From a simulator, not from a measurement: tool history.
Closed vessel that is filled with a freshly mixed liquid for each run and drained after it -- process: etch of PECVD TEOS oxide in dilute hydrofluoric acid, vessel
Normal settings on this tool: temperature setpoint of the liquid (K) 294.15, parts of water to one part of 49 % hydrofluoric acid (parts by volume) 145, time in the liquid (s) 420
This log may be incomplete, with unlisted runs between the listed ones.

run,hour,temperature setpoint of the liquid (K),parts of water to one part of 49 % hydrofluoric acid (parts by volume),time in the liquid (s),wafers since the last listed run,hours since the thermometer was replaced,hours since the hydrofluoric acid flow meter was replaced,hours since the gauge calibration,"read-back film thickness of the PECVD TEOS oxide reference wafer, read on the same gauge (nm)",thickness taken off the PECVD TEOS oxide on a monitor wafer (angstrom)
1,0,297.65,145,420,0,414.1,1648.7,729.7,100,389.7
2,44.1,297.65,145,420,3185,458.2,1692.8,773.8,99.99,391.3
3,99.2,294.15,170,420,3980,513.3,1747.9,828.9,100.01,279.1
4,142.1,294.15,170,420,3099,556.2,1790.8,871.8,100,279.5
5,198.9,294.15,105,420,4103,613,1847.6,928.6,100.01,482
6,245.7,294.15,105,420,3380,659.8,1894.4,975.4,99.99,476.6
7,393.9,294.15,145,420,10705,808,2042.6,1123.6,100.02,329.4
8,461.1,294.15,145,420,4854,875.2,2109.8,1190.8,99.99,327.4
9,526,294.15,115,350,4688,940.1,2174.7,1255.7,99.98,354.2
10,569.8,290.65,145,420,3164,983.9,2218.5,1299.5,100,285.3
11,606.1,290.65,145,420,2622,1020.2,2254.8,1335.8,100.01,282.3
12,655.9,294.15,145,420,3597,1070,2304.6,1385.6,100,323.7
13,689.4,294.15,145,420,2420,1103.5,2338.1,1419.1,100.01,321.3
# hour 721.3: hydrofluoric acid flow meter replaced
14,723.7,290.65,145,650,2405,1137.8,2.4,1453.4,99.99,433.9
15,775.7,294.15,145,420,3756,1189.8,54.4,1505.4,100.01,320.9
16,806.1,294.15,145,420,2196,1220.2,84.8,1535.8,100,320.2
17,868,291.15,125,520,4471,1282.1,146.7,1597.7,100.01,416.7
18,937.8,294.15,145,280,5042,1351.9,216.5,1667.5,99.99,209.8
19,1007.8,294.15,170,420,5056,1421.9,286.5,1737.5,100.01,262.8
# hour 1065.6: thermometer replaced
20,1199,292.15,145,300,13740,133.4,477.7,1928.7,100.02,223.6
21,1236.1,290.65,185,615,2680,170.5,514.8,1965.8,99.99,324.2
# hour 1260.5: gauge calibrated
22,1307.5,294.15,145,420,5157,241.9,586.2,47,100,334.5
23,1359.6,294.15,115,420,3763,294,638.3,99.1,100.01,435
24,1402.2,297.15,170,495,3077,336.6,680.9,141.7,100.02,368.2
25,1444.9,294.15,145,515,3084,379.3,723.6,184.4,100.02,409.1
26,1519.4,297.65,175,200,5381,453.8,798.1,258.9,100,145.5
27,1548.2,294.15,145,420,2080,482.6,826.9,287.7,100,328.5
28,1599.8,290.65,165,170,3727,534.2,878.5,339.3,100,100.8
29,1665.4,294.15,145,420,4738,599.8,944.1,404.9,100,327
30,1861.1,294.15,190,265,14137,795.5,1139.8,600.6,100,151.5
31,1920.4,294.15,165,420,4283,854.8,1199.1,659.9,100.01,282.2
32,1958,294.15,145,420,2716,892.4,1236.7,697.5,100,325.9

Each run again, without the hidden state but with its own random variation kept:
The hidden state here: liquid colder than its thermometer reads (K); hydrofluoric acid flow above the setpoint (%); gauge reads high (%).
run,thickness taken off the PECVD TEOS oxide on a monitor wafer (angstrom)
1,401.5
2,404.4
3,289.7
4,290.9
5,504.4
6,500.3
7,348.7
8,348.1
9,378.8
10,306.3
11,303.8
12,348.6
13,346.8
14,470.6
15,348.4
16,348.3
17,456.9
18,230.3
19,289.4
20,230
21,334.4
22,346.4
23,452.4
24,383
25,427.6
26,152.4
27,345.6
28,106.6
29,346.7
30,162.4
31,304
32,352.3
